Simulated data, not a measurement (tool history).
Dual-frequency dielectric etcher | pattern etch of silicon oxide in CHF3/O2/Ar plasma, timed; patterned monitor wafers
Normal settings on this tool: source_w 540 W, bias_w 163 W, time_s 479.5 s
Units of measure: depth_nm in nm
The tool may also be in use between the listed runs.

run,hour,source_w,bias_w,time_s,wafers since the last listed run,hours since the last wet clean,hours since the last source power generator calibration,hours since the last bias power generator calibration,hours since the last upper electrode change,hours since the gauge calibration,"read-back reference wafer on the same gauge, depth_nm",depth_nm
1,0.0,540,163,386.0,0,172.0,4553.6,2936.9,6520.3,272.0,964.5,773.2
2,26.3,540,163,386.0,73,198.3,4579.9,2963.2,6546.6,298.3,964.8,775.6
3,52.3,540,163,479.5,72,224.3,4605.9,2989.2,6572.6,324.3,965.0,965.5
4,74.2,540,163,479.5,61,246.2,4627.8,3011.1,6594.5,346.2,965.0,959.7
5,97.3,540,163,479.5,64,269.3,4650.9,3034.2,6617.6,369.3,964.8,956.9
# hour 119.7: gauge calibrated
# hour 137.7: upper electrode replaced
6,138.2,540,163,479.5,47,310.2,4691.8,3075.1,0.5,18.5,964.6,957.1
# hour 155.1: bias power generator calibrated
# hour 163.7: wet clean of the chamber
7,164.2,540,163,479.5,37,0.5,4717.8,9.1,26.5,44.5,964.6,981.6
8,180.8,540,135,479.5,46,17.1,4734.4,25.7,43.1,61.1,965.2,901.3
# hour 187.7: source power generator calibrated
9,213.0,540,163,479.5,79,49.3,25.3,57.9,75.3,93.3,965.3,982.6
# hour 248.4: wet clean of the chamber, repeated, since the last time left the tool worse
10,248.9,540,163,479.5,33,0.5,61.2,93.8,111.2,129.2,965.0,964.6
11,255.4,540,132,479.5,18,7.0,67.7,100.3,117.7,135.7,964.9,877.4
12,283.4,540,163,534.0,78,35.0,95.7,128.3,145.7,163.7,965.2,1065.6
13,375.9,660,163,375.0,259,127.5,188.2,220.8,238.2,256.2,965.4,792.1
14,398.9,620,178,538.5,64,150.5,211.2,243.8,261.2,279.2,965.6,1158.2

Below are 4 alternative next runs, each starting from the tool's condition after run 14. Predict each:
A,399.4,540,142,479.5,1,151.0,211.7,244.3,261.7,279.7,?,?
B,399.4,540,163,381.5,1,151.0,211.7,244.3,261.7,279.7,?,?
C,399.4,540,139,571.0,1,151.0,211.7,244.3,261.7,279.7,?,?
D,399.4,610,199,479.5,1,151.0,211.7,244.3,261.7,279.7,?,?

run,"read-back reference wafer on the same gauge, depth_nm",depth_nm
A,964.8,901.2
B,964.8,763.3
C,964.8,1062.8
D,964.8,1083.1
With no hidden state in the tool, these same runs would have given:
run,depth_nm
A,906.7
B,768.0
C,1069.2
D,1089.7

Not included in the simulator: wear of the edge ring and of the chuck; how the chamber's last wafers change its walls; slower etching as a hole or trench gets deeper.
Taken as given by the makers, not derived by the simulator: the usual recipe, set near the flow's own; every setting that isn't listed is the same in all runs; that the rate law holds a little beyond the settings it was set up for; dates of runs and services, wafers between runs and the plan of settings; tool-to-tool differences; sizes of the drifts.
